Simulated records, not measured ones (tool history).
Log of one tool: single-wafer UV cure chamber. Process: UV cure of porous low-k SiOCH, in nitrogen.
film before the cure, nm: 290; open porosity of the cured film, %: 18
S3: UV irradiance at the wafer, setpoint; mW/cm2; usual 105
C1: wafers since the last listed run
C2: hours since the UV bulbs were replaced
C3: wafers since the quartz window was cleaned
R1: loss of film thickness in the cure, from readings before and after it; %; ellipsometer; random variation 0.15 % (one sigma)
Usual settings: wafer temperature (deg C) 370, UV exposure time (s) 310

run 1 day=0 | wafer_temperature_(deg_C)=370 UV_exposure_time_(s)=310 S3=105 | C1=0 C2=870 C3=1937 | R1=12.436
run 2 day=1.525 | wafer_temperature_(deg_C)=370 UV_exposure_time_(s)=265 S3=105 | C1=250 C2=906.6 C3=2187 | R1=11.499
run 3 day=4.596 | wafer_temperature_(deg_C)=370 UV_exposure_time_(s)=265 S3=105 | C1=504 C2=980.3 C3=2692 | R1=11.4
run 4 day=8.829 | wafer_temperature_(deg_C)=370 UV_exposure_time_(s)=265 S3=105 | C1=695 C2=1081.9 C3=3387 | R1=11.529
run 5 day=12.721 | wafer_temperature_(deg_C)=376 UV_exposure_time_(s)=310 S3=105 | C1=639 C2=1175.3 C3=4026 | R1=12.337
-- day=15.379 quartz window cleaned
run 6 day=16.279 | wafer_temperature_(deg_C)=362 UV_exposure_time_(s)=310 S3=105 | C1=529 C2=1260.7 C3=147 | R1=11.849
run 7 day=20.238 | wafer_temperature_(deg_C)=370 UV_exposure_time_(s)=310 S3=105 | C1=650 C2=1355.7 C3=798 | R1=12.133
run 8 day=22.138 | wafer_temperature_(deg_C)=370 UV_exposure_time_(s)=310 S3=105 | C1=312 C2=1401.3 C3=1110 | R1=12.092
run 9 day=25.304 | wafer_temperature_(deg_C)=370 UV_exposure_time_(s)=310 S3=105 | C1=520 C2=1477.3 C3=1630 | R1=12.294
run 10 day=27.304 | wafer_temperature_(deg_C)=370 UV_exposure_time_(s)=310 S3=105 | C1=328 C2=1525.3 C3=1958 | R1=12.212
run 11 day=29.75 | wafer_temperature_(deg_C)=370 UV_exposure_time_(s)=310 S3=74 | C1=401 C2=1584 C3=2360 | R1=10.577
run 12 day=33.5 | wafer_temperature_(deg_C)=370 UV_exposure_time_(s)=310 S3=74 | C1=616 C2=1674 C3=2976 | R1=10.518
run 13 day=35.862 | wafer_temperature_(deg_C)=370 UV_exposure_time_(s)=310 S3=105 | C1=388 C2=1730.7 C3=3364 | R1=11.986
-- day=36.662 quartz window cleaned
run 14 day=37.842 | wafer_temperature_(deg_C)=370 UV_exposure_time_(s)=410 S3=105 | C1=270 C2=1778.2 C3=193 | R1=13.215
run 15 day=40.75 | wafer_temperature_(deg_C)=370 UV_exposure_time_(s)=410 S3=105 | C1=477 C2=1848 C3=671 | R1=13.243
run 16 day=45.05 | wafer_temperature_(deg_C)=370 UV_exposure_time_(s)=410 S3=105 | C1=706 C2=1951.2 C3=1377 | R1=13.063
run 17 day=52.246 | wafer_temperature_(deg_C)=370 UV_exposure_time_(s)=310 S3=133 | C1=1182 C2=2123.9 C3=2559 | R1=13.046
run 18 day=55.712 | wafer_temperature_(deg_C)=370 UV_exposure_time_(s)=310 S3=128 | C1=569 C2=2207.1 C3=3129 | R1=12.663
run 19 day=58.004 | wafer_temperature_(deg_C)=370 UV_exposure_time_(s)=310 S3=128 | C1=376 C2=2262.1 C3=3505 | R1=12.462
run 20 day=60.558 | wafer_temperature_(deg_C)=382 UV_exposure_time_(s)=310 S3=87 | C1=419 C2=2323.4 C3=3925 | R1=11.097
-- day=62.796 quartz window cleaned
run 21 day=63.396 | wafer_temperature_(deg_C)=376 UV_exposure_time_(s)=430 S3=105 | C1=411 C2=2391.5 C3=98 | R1=13.195
run 22 day=73.05 | wafer_temperature_(deg_C)=370 UV_exposure_time_(s)=310 S3=105 | C1=1585 C2=2623.2 C3=1684 | R1=11.399
-- day=74.646 UV bulbs replaced
run 23 day=77.296 | wafer_temperature_(deg_C)=375 UV_exposure_time_(s)=310 S3=67 | C1=642 C2=63.6 C3=2327 | R1=10.587
run 24 day=80.696 | wafer_temperature_(deg_C)=370 UV_exposure_time_(s)=310 S3=74 | C1=558 C2=145.2 C3=2885 | R1=10.605
run 25 day=82.654 | wafer_temperature_(deg_C)=360 UV_exposure_time_(s)=125 S3=134 | C1=321 C2=192.2 C3=3207 | R1=9.093
run 26 day=84.462 | wafer_temperature_(deg_C)=357 UV_exposure_time_(s)=440 S3=105 | C1=297 C2=235.6 C3=3504 | R1=13.596
run 27 day=88.342 | wafer_temperature_(deg_C)=370 UV_exposure_time_(s)=310 S3=105 | C1=637 C2=328.7 C3=4141 | R1=12.299
-- day=89.717 quartz window cleaned
run 28 day=91.312 | wafer_temperature_(deg_C)=381 UV_exposure_time_(s)=185 S3=141 | C1=433 C2=400 C3=261 | R1=11.353
run 29 day=94.217 | wafer_temperature_(deg_C)=370 UV_exposure_time_(s)=265 S3=105 | C1=477 C2=469.7 C3=738 | R1=11.66
run 30 day=96.983 | wafer_temperature_(deg_C)=370 UV_exposure_time_(s)=175 S3=105 | C1=454 C2=536.1 C3=1193 | R1=9.892
run 31 day=99.183 | wafer_temperature_(deg_C)=357 UV_exposure_time_(s)=310 S3=74 | C1=361 C2=588.9 C3=1554 | R1=10.597
run 32 day=103.158 | wafer_temperature_(deg_C)=386 UV_exposure_time_(s)=490 S3=137 | C1=652 C2=684.3 C3=2207 | R1=16.289
run 33 day=106.388 | wafer_temperature_(deg_C)=370 UV_exposure_time_(s)=310 S3=132 | C1=530 C2=761.8 C3=2738 | R1=13.352
run 34 day=109.404 | wafer_temperature_(deg_C)=370 UV_exposure_time_(s)=310 S3=67 | C1=495 C2=834.2 C3=3233 | R1=10.431
-- day=110.446 quartz window cleaned
run 35 day=112.308 | wafer_temperature_(deg_C)=370 UV_exposure_time_(s)=265 S3=105 | C1=422 C2=903.9 C3=305 | R1=11.643

The next listed run, before its measurement:
run 36 day=115.262 | wafer_temperature_(deg_C)=370 UV_exposure_time_(s)=205 S3=71 | C1=485 C2=974.8 C3=791 | R1=?

R1: 8.681 %
Without the tool's hidden state the same run would have given R1 8.87 %.
